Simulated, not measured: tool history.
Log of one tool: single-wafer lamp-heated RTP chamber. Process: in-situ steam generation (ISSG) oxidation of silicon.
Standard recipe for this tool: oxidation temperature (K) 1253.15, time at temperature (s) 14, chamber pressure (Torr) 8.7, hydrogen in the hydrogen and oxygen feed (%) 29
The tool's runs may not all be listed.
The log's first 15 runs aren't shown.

run	hour	oxidation temperature (K)	time at temperature (s)	chamber pressure (Torr)	hydrogen in the hydrogen and oxygen feed (%)	wafers since the last listed run	wafers since the last pyrometer calibration	hours since the pressure gauge was zeroed	hours since the hydrogen flow controller was replaced	hours since the gauge calibration	read-back reference wafer on the same gauge, thickness	oxide thickness on the monitor wafer (angstrom)
16	153.8	1253.15	16	8.7	32	112	6673	41.4	43.3	18.3	4.849	50.59
17	169.7	1270.15	9	10.1	32	118	6791	57.3	59.2	34.2	4.850	41.01
18	178.4	1243.15	11	8.7	19	64	6855	66.0	67.9	42.9	4.853	37.20
19	192.8	1253.15	14	8.7	29	106	6962	80.4	82.3	57.3	4.849	46.64
20	205.0	1253.15	14	8.7	29	90	7053	92.6	94.5	69.5	4.851	46.63
# hour 216.7: pyrometer window cleaned and pyrometer calibrated
21	217.2	1253.15	14	8.7	29	31	3	104.8	106.7	81.7	4.850	46.56
22	227.4	1264.15	14	7.5	29	75	79	115.0	116.9	91.9	4.851	49.03
23	243.6	1253.15	12	9.3	29	120	199	131.2	133.1	108.1	4.853	43.59
24	276.0	1240.15	14	10.2	32	240	440	163.6	165.5	140.5	4.850	44.39
25	287.8	1253.15	14	8.7	29	87	527	175.4	177.3	152.3	4.851	46.59
26	302.7	1253.15	19	7.8	29	110	638	190.3	192.2	167.2	4.851	53.24
27	314.3	1253.15	8	8.7	29	86	724	201.9	203.8	178.8	4.851	37.40
28	328.3	1253.15	15	8.7	21	103	828	215.9	217.8	192.8	4.850	44.30
29	334.9	1261.15	11	7.4	26	48	877	222.5	224.4	199.4	4.846	42.71
30	349.2	1237.15	15	8.7	21	106	983	236.8	238.7	213.7	4.851	42.17
31	374.1	1267.15	18	9.6	21	184	1168	261.7	263.6	238.6	4.853	49.84

Branching from run 31: 4 alternative next runs. What would each branch give?
A	374.5	1253.15	18	8.7	29	2	1171	262.1	264.0	239.0	?	?
B	374.5	1247.15	14	8.7	21	2	1171	262.1	264.0	239.0	?	?
C	374.5	1253.15	14	9.2	32	2	1171	262.1	264.0	239.0	?	?
D	374.5	1240.15	14	8.7	29	2	1171	262.1	264.0	239.0	?	?

run	read-back reference wafer on the same gauge, thickness	oxide thickness on the monitor wafer (angstrom)
A	4.848	51.77
B	4.848	42.28
C	4.848	47.47
D	4.848	44.87
Without the tool's unlogged condition, the same runs would have read:
run	oxide thickness on the monitor wafer (angstrom)
A	51.77
B	42.28
C	47.47
D	44.87

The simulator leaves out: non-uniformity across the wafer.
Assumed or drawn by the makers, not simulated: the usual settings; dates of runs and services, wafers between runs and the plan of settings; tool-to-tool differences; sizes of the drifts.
